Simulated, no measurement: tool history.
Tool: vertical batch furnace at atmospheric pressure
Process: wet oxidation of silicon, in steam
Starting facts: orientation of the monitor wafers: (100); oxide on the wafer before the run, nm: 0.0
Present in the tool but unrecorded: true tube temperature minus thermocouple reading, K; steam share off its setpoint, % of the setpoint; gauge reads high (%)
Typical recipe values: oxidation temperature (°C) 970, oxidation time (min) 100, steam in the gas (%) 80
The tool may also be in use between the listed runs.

run	hour	oxidation temperature (°C)	oxidation time (min)	steam in the gas (%)	wafers since the last listed run	hours since the last temperature calibration	hours since the steam generator was serviced	hours since the gauge calibration	read-back reference wafer on the same gauge, thickness	oxide thickness on the monitor wafer (nm)
1	0	970	100	80	0	3159.8	529.7	202.8	358.31	376.44
2	64	970	100	80	610	3223.8	593.7	266.8	357.03	374.89
3	99	970	100	80	333	3258.8	628.7	301.8	356.41	371.87
4	156.7	970	100	80	550	3316.5	686.4	359.5	355.34	372.24
5	192.3	970	100	80	339	3352.1	722	395.1	355.1	374.25
6	248.4	970	100	80	535	3408.2	778.1	451.2	354.33	372.82
7	274.2	970	100	80	246	3434	803.9	477	353.95	374.05
8	329.8	970	100	80	530	3489.6	859.5	532.6	352.74	374.68
9	386.9	970	100	80	544	3546.7	916.6	589.7	352.12	369.89
10	439.1	970	100	80	497	3598.9	968.8	641.9	351.66	370.4
11	467.3	970	100	80	268	3627.1	997	670.1	351.65	367.29
12	537.1	970	100	80	665	3696.9	1066.8	739.9	350.83	371.4
13	598.3	970	100	80	583	3758.1	1128	801.1	351.04	369.68
14	631.9	970	100	80	320	3791.7	1161.6	834.7	350.37	371.04
15	666.2	970	125	73	327	3826	1195.9	869	350.46	402.58
16	700.4	994	145.5	74	326	3860.2	1230.1	903.2	350.2	533.8
17	725.9	988	53.5	89	243	3885.7	1255.6	928.7	350.2	291.92
18	771.8	970	100	80	437	3931.6	1301.5	974.6	350.35	367.63
# hour 797.1: steam generator serviced
19	821	970	100	80	240	3980.8	23.9	1023.8	349.68	368.06
# hour 847.1: thermocouples replaced and temperature profile calibrated
20	881.2	970	100	80	345	34.1	84.1	1084	349.6	369.62
# hour 887.6: gauge calibrated
21	930.5	945	100	80	470	83.4	133.4	42.9	362.41	307.81
22	984.8	970	100	80	517	137.7	187.7	97.2	360.39	378.55
23	1012.9	952	68.5	85	268	165.8	215.8	125.3	359.65	254.63
24	1051.9	981	144.5	80	371	204.8	254.8	164.3	358.5	528.28
25	1099.4	970	114	80	453	252.3	302.3	211.8	357	412.11
26	1137.2	970	100	80	360	290.1	340.1	249.6	356.08	374.27
27	1182.9	950	63.5	86	435	335.8	385.8	295.3	355.35	234.3
28	1251.1	970	62.5	80	650	404	454	363.5	354	264.57
29	1275.7	970	100	80	234	428.6	478.6	388.1	353.89	374.26

For each entry between runs, how does the tool's hidden state at the last listed run before it compare with that at the first listed run after it?
After run 18, before run 19: steam generator serviced (hour 797.1)
  gauge reads high (%): -4.37 -> -4.41
  measured minus no-state result, oxide thickness on the monitor wafer (nm): -16.79 -> -16.98
After run 19, before run 20: thermocouples replaced and temperature profile calibrated (hour 847.1)
  gauge reads high (%): -4.41 -> -4.46
  measured minus no-state result, oxide thickness on the monitor wafer (nm): -16.98 -> -17.25
After run 20, before run 21: gauge calibrated (hour 887.6)
  gauge reads high (%): -4.46 -> -0.953
  measured minus no-state result, oxide thickness on the monitor wafer (nm): -17.25 -> -2.96
